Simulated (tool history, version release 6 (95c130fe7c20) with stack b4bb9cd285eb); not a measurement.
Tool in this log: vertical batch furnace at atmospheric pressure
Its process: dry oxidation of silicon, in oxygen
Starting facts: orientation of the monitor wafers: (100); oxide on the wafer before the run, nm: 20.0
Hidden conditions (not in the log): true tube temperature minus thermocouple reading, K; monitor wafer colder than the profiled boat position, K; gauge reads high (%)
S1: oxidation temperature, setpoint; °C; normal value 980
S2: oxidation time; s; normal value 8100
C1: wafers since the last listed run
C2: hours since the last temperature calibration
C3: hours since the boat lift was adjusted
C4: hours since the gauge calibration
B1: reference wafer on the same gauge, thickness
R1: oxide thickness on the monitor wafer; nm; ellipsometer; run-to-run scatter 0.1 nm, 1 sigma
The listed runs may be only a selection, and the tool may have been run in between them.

run 1 hour=0 | S1=980 S2=6930 | C1=0 C2=3520.8 C3=2185.2 C4=114.5 | B1=55.12 | R1=62.81
run 2 hour=28.8 | S1=980 S2=6930 | C1=191 C2=3549.6 C3=2214 C4=143.3 | B1=55.1 | R1=62.89
run 3 hour=54.8 | S1=987 S2=10410 | C1=173 C2=3575.6 C3=2240 C4=169.3 | B1=55.09 | R1=85.39
run 4 hour=68.1 | S1=980 S2=8100 | C1=88 C2=3588.9 C3=2253.3 C4=182.6 | B1=55.12 | R1=69.27
run 5 hour=103.5 | S1=980 S2=8100 | C1=235 C2=3624.3 C3=2288.7 C4=218 | B1=55.1 | R1=69.26
run 6 hour=117.7 | S1=980 S2=8100 | C1=94 C2=3638.5 C3=2302.9 C4=232.2 | B1=55.09 | R1=69.19
run 7 hour=142.2 | S1=980 S2=8100 | C1=163 C2=3663 C3=2327.4 C4=256.7 | B1=55.13 | R1=69.24
run 8 hour=172.2 | S1=980 S2=8100 | C1=199 C2=3693 C3=2357.4 C4=286.7 | B1=55.12 | R1=69.32
run 9 hour=201.6 | S1=980 S2=8100 | C1=195 C2=3722.4 C3=2386.8 C4=316.1 | B1=55.11 | R1=69.22
run 10 hour=227.5 | S1=980 S2=8100 | C1=172 C2=3748.3 C3=2412.7 C4=342 | B1=55.1 | R1=69.3
run 11 hour=256.6 | S1=980 S2=8100 | C1=193 C2=3777.4 C3=2441.8 C4=371.1 | B1=55.1 | R1=69.12
run 12 hour=345 | S1=980 S2=8100 | C1=588 C2=3865.8 C3=2530.2 C4=459.5 | B1=55.11 | R1=69.29
run 13 hour=372.7 | S1=996 S2=4110 | C1=184 C2=3893.5 C3=2557.9 C4=487.2 | B1=55.09 | R1=52.06
run 14 hour=394.4 | S1=987 S2=10710 | C1=144 C2=3915.2 C3=2579.6 C4=508.9 | B1=55.09 | R1=86.97
run 15 hour=411.1 | S1=987 S2=10410 | C1=111 C2=3931.9 C3=2596.3 C4=525.6 | B1=55.09 | R1=85.39
run 16 hour=477.5 | S1=980 S2=8100 | C1=442 C2=3998.3 C3=2662.7 C4=592 | B1=55.09 | R1=69.19
-- hour=486.5 gauge calibrated
run 17 hour=491.5 | S1=963 S2=6150 | C1=93 C2=4012.3 C3=2676.7 C4=5 | B1=55.11 | R1=52.78
-- hour=519.2 thermocouples replaced and temperature profile calibrated
-- hour=537.5 boat lift adjusted
run 18 hour=538 | S1=980 S2=8100 | C1=28 C2=18.8 C3=0.5 C4=51.5 | B1=55.1 | R1=68.64
run 19 hour=543.7 | S1=980 S2=8100 | C1=37 C2=24.5 C3=6.2 C4=57.2 | B1=55.08 | R1=68.35
run 20 hour=567.2 | S1=972 S2=4950 | C1=156 C2=48 C3=29.7 C4=80.7 | B1=55.09 | R1=48.66
run 21 hour=589.5 | S1=973 S2=8100 | C1=148 C2=70.3 C3=52 C4=103 | B1=55.12 | R1=65.8
run 22 hour=620.8 | S1=964 S2=8100 | C1=208 C2=101.6 C3=83.3 C4=134.3 | B1=55.12 | R1=62.06
run 23 hour=667.9 | S1=960 S2=4260 | C1=313 C2=148.7 C3=130.4 C4=181.4 | B1=55.1 | R1=41.95
run 24 hour=686.5 | S1=980 S2=8100 | C1=123 C2=167.3 C3=149 C4=200 | B1=55.12 | R1=68.42
run 25 hour=718.7 | S1=968 S2=6390 | C1=214 C2=199.5 C3=181.2 C4=232.2 | B1=55.09 | R1=55.12

Hidden state or all else? Some run-to-run changes of R1, split into what the settings, what came in and random variation would give without the hidden state, and what is left for the hidden state (with any gauge scatter that isn't in both results):
Run 13 -> 14: S1 996 -> 987, S2 4110 -> 10710. R1 +34.91 nm: hidden state +0.34, all else +34.57.
Run 17 -> 18: S1 963 -> 980, S2 6150 -> 8100, thermocouples replaced and temperature profile calibrated, boat lift adjusted. R1 +15.86 nm: hidden state -0.49, all else +16.35.
Run 23 -> 24: S1 960 -> 980, S2 4260 -> 8100. R1 +26.47 nm: hidden state -0.02, all else +26.49.

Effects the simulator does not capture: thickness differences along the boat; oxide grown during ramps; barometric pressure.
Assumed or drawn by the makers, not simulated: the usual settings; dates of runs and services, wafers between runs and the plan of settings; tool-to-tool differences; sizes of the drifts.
